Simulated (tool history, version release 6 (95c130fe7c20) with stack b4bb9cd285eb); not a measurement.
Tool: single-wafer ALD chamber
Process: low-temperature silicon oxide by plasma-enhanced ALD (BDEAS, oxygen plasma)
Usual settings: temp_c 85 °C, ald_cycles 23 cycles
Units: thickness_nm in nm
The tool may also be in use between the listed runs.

run   hour  temp_c  ald_cycles  wafers since the last listed run  hours since the last thermocouple change  hours since the gauge calibration  read-back reference wafer on the same gauge, thickness_nm  thickness_nm
  1      0      85          23                                 0                                    1535.6                              357.1                                                      2.817         3.166
  2   28.2      85          23                               245                                    1563.8                              385.3                                                       2.81         3.191
  3   57.5      85          23                               255                                    1593.1                              414.6                                                       2.81          3.16
  4   92.2      85          23                               302                                    1627.8                              449.3                                                      2.809          3.16
  5  159.4      85          23                               586                                      1695                              516.5                                                      2.793         3.134
  6  203.5      85          23                               384                                    1739.1                              560.6                                                      2.788         3.123
     225.9  -- thermocouple changed; heater temperature recalibrated
  7  240.7      76          23                               254                                      14.8                              597.8                                                      2.781         3.224
       247  -- gauge calibrated
  8  279.8      85          22                               340                                      53.9                               32.8                                                      2.842         3.062
  9  335.6      85          22                               486                                     109.7                               88.6                                                      2.842         3.065
 10  369.2      94          23                               293                                     143.3                              122.2                                                      2.837          3.11

Forecast run 11:
 11  396.3      85          23                               236                                     170.4                              149.3                                                          ?             ?

read-back reference wafer on the same gauge, thickness_nm: 2.838
thickness_nm: 3.167 nm
Without the tool's hidden state the same run would have given thickness_nm 3.181 nm.

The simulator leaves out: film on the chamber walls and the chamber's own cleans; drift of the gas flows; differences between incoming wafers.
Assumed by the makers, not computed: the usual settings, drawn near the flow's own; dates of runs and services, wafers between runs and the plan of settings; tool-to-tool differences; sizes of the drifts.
